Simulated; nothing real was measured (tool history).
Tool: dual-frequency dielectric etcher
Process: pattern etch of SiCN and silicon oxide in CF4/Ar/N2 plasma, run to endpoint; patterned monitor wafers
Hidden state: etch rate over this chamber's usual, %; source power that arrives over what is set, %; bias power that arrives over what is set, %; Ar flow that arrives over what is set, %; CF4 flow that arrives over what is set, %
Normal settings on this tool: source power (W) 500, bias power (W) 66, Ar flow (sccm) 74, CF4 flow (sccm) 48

run	hour	source power (W)	bias power (W)	Ar flow (sccm)	CF4 flow (sccm)	wafers since the last listed run	hours since the last wet clean	hours since the last source power generator calibration	hours since the last bias power generator calibration	hours since the last Ar flow controller change	hours since the last CF4 flow controller change	hours since the last upper electrode change	incoming incoming film thickness, nm	endpoint time (s)
1	0	450	66	74	48	0	206	4139.6	1628.3	4338.9	4145.7	4769	17.57	23
2	38.3	500	74	74	48	352	244.3	4177.9	1666.6	4377.2	4184	4807.3	17.38	20.5
3	76.3	500	74	74	48	349	282.3	4215.9	1704.6	4415.2	4222	4845.3	17.48	20.7
4	126.9	500	74	74	48	465	332.9	4266.5	1755.2	4465.8	4272.6	4895.9	17.48	20.9
5	226.6	500	66	74	48	918	432.6	4366.2	1854.9	4565.5	4372.3	4995.6	17.41	21.7
6	260.6	500	66	74	48	313	466.6	4400.2	1888.9	4599.5	4406.3	5029.6	17.55	21.8
# hour 315.8: wet clean of the chamber
7	316.3	500	66	74	48	291	0.5	4455.9	1944.6	4655.2	4462	5085.3	17.59	20.8
8	337.4	500	66	74	48	194	21.6	4477	1965.7	4676.3	4483.1	5106.4	17.45	20.7
9	375.4	500	66	74	48	349	59.6	4515	2003.7	4714.3	4521.1	5144.4	17.46	21
10	430.5	580	66	74	46	507	114.7	4570.1	2058.8	4769.4	4576.2	5199.5	17.51	19.1
# hour 448.8: CF4 flow controller replaced
11	498.3	460	53	81	48	569	182.5	4637.9	2126.6	4837.2	49.5	5267.3	17.7	24.4
12	562.6	500	66	74	48	592	246.8	4702.2	2190.9	4901.5	113.8	5331.6	17.54	21.1
# hour 614.4: upper electrode replaced
13	615.4	500	51	90	54	265	299.6	4755	2243.7	4954.3	166.6	1	17.21	22.7
14	648.5	620	66	79	44	304	332.7	4788.1	2276.8	4987.4	199.7	34.1	17.44	19.1
# hour 700.9: bias power generator calibrated
15	702.1	500	66	74	37	456	386.3	4841.7	1.2	5041	253.3	87.7	17.4	23
# hour 756.6: source power generator calibrated
16	761.3	380	66	74	41	508	445.5	4.7	60.4	5100.2	312.5	146.9	17.63	26.9
# hour 809.9: wet clean of the chamber
17	813	500	66	74	57	255	3.1	56.4	112.1	5151.9	364.2	198.6	17.54	20.1
18	862.6	560	74	63	48	456	52.7	106	161.7	5201.5	413.8	248.2	17.45	18.4
# hour 875.9: Ar flow controller replaced
19	921.6	460	77	74	48	488	111.7	165	220.7	45.7	472.8	307.2	17.49	21.1
20	993.3	500	66	74	48	660	183.4	236.7	292.4	117.4	544.5	378.9	17.52	21.2
21	1036.1	600	66	60	48	394	226.2	279.5	335.2	160.2	587.3	421.7	17.59	18.4
22	1078.4	620	75	80	52	389	268.5	321.8	377.5	202.5	629.6	464	17.43	17.3

Run 23 is up next; what results do you expect?
23	1111.9	500	66	74	58	308	302	355.3	411	236	663.1	497.5	17.71	?

{"run 23": {"endpoint time (s)": 20.6}}
Had the tool carried no hidden state, the very same run would have given endpoint time (s) 20.1.
